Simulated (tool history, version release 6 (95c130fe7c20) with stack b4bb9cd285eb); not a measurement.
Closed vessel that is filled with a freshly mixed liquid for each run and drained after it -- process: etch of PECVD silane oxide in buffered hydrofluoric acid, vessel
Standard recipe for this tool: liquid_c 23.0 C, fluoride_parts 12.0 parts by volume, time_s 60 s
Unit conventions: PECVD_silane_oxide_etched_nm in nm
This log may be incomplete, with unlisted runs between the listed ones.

run   hour  liquid_c  fluoride_parts  time_s  read-back film thickness of the PECVD silane oxide reference wafer, read on the same gauge (nm)  PECVD_silane_oxide_etched_nm
  1    0.0      20.5            10.0      60                                                                                           150.05                        103.78
  2   21.4      23.0            14.5      60                                                                                           150.03                         83.76
  3   47.2      23.0            14.5      60                                                                                           150.00                         82.80
  4   68.6      23.0            12.0      60                                                                                           150.01                         99.33
  5  171.9      23.0            12.0      60                                                                                           150.00                         98.87
     185.0  -- hydrofluoric acid flow meter replaced
  6  189.1      23.0            12.0      60                                                                                           150.01                         99.67
  7  216.6      26.0            12.0      60                                                                                           149.97                        116.89
  8  240.0      23.0            12.0      60                                                                                           149.98                         98.23
     260.3  -- gauge calibrated
  9  270.5      23.0            12.0      60                                                                                           149.98                         97.72
 10  287.3      23.0            12.0      60                                                                                           150.02                         97.79
 11  300.4      23.0             9.0      45                                                                                           149.98                         93.81
 12  324.8      20.5            15.0      75                                                                                           149.98                         85.13
 13  348.6      23.0            12.0      60                                                                                           150.02                         97.53
 14  384.0      27.0            12.0      90                                                                                           149.96                        183.19
 15  407.4      18.5            15.0      80                                                                                           149.99                         80.39
     435.1  -- thermometer replaced
 16  435.6      19.0            16.5      75                                                                                           149.99                         83.65
 17  458.6      19.0            10.5      50                                                                                           149.99                         85.14
 18  475.9      23.0            12.0      85                                                                                           149.99                        161.43
 19  561.3      25.0            12.0      35                                                                                           150.00                         73.21
 20  582.8      23.0             9.0      45                                                                                           150.02                        106.83

The tool's hidden state at each run:
hydrofluoric acid flow above the setpoint (%): 0 at every run
gauge reads high (%): 0 at every run
H1: liquid colder than its thermometer reads (K)
run     H1
  1   2.44
  2   2.46
  3    2.5
  4   2.52
  5   2.65
  6   2.67
  7   2.71
  8   2.74
  9   2.78
 10    2.8
 11   2.81
 12   2.85
 13   2.88
 14   2.92
 15   2.95
 16  0.111
 17   0.14
 18  0.161
 19  0.269
 20  0.296

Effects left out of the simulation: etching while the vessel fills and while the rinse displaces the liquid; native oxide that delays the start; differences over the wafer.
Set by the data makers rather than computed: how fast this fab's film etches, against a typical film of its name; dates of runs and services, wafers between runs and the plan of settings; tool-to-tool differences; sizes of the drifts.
